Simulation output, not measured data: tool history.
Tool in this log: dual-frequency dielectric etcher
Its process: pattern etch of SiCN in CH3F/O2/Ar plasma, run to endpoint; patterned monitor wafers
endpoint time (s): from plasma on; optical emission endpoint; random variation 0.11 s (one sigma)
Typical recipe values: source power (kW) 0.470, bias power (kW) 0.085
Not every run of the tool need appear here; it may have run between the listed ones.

run,hour,source power (kW),bias power (kW),"incoming incoming film thickness, nm",endpoint time (s)
1,0.0,0.470,0.098,8.52,20.2
2,14.5,0.470,0.098,8.42,20.0
3,39.3,0.470,0.085,8.47,21.2
# hour 80.8: wet clean of the chamber
4,81.3,0.500,0.085,8.51,20.3
5,92.4,0.500,0.085,8.47,20.3
6,121.2,0.470,0.085,8.57,21.2
7,151.8,0.440,0.085,8.49,21.0
8,186.7,0.440,0.085,8.51,21.5
9,199.0,0.440,0.085,8.44,21.0
10,225.2,0.410,0.085,8.42,21.4
11,242.8,0.410,0.085,8.53,21.8
12,261.1,0.410,0.085,8.47,21.6
13,283.4,0.470,0.085,8.53,21.1
14,320.2,0.470,0.085,8.54,21.3
# hour 343.4: bias power generator calibrated
# hour 362.7: upper electrode replaced
15,363.2,0.470,0.085,8.47,20.8

Run 16 has not been measured yet. What should we expect?
16,371.3,0.470,0.085,8.51,?

endpoint time (s): 21.0
With the hidden condition absent and the run-to-run variation left alone, this run would have shown endpoint time (s) 20.5.
